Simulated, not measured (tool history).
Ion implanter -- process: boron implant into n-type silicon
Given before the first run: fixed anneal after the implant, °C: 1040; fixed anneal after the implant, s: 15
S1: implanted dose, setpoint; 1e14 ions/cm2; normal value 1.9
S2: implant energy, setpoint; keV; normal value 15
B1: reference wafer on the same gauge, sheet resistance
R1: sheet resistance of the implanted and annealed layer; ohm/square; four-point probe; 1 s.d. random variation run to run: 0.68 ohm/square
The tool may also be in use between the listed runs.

| run | hour | S1 | S2 | B1 | R1 |
|---|---|---|---|---|---|
| 1 | 0 | 1.9 | 15 | 532.18 | 457.48 |
| 2 | 98.4 | 1.9 | 15 | 531.96 | 457.97 |
| 3 | 168.1 | 1.9 | 15 | 532.01 | 458.35 |
| 4 | 212.4 | 2.09 | 15 | 531.88 | 425.17 |
| 5 | 272.1 | 2.09 | 15 | 531.91 | 424.64 |
| 6 | 370.8 | 1.9 | 15 | 532.07 | 461.19 |
| 7 | 470.2 | 1.9 | 15 | 531.82 | 462.14 |
| 8 | 538.9 | 1.9 | 15 | 531.91 | 462.36 |
|  | 627.8 | gauge calibrated |
| 9 | 631.4 | 1.9 | 15 | 532 | 463.72 |
| 10 | 934 | 1.9 | 15 | 532.09 | 466.62 |
| 11 | 1018.5 | 2.35 | 13 | 532 | 398.5 |
| 12 | 1055.4 | 1.9 | 15 | 532.01 | 469.1 |
|  | 1127 | Faraday cup replaced and dose calibrated |
| 13 | 1127.5 | 1.9 | 15 | 531.93 | 454.47 |
| 14 | 1185.8 | 1.74 | 19 | 531.99 | 472.61 |
| 15 | 1243.9 | 1.54 | 17.5 | 531.95 | 527.07 |
|  | 1287 | extraction supply calibrated |
| 16 | 1345.4 | 1.9 | 15 | 531.93 | 454.82 |
| 17 | 1387.9 | 2.17 | 19.5 | 531.98 | 393.59 |
| 18 | 1429.5 | 1.9 | 15 | 531.88 | 454.45 |

Forecast run 19:
| 19 | 1536.4 | 1.9 | 10 | ? | ? |

Run 19 gave B1 531.97, R1 478.17 ohm/square.
Minus the tool's unlogged condition, the same run would have read R1 476.9 ohm/square.
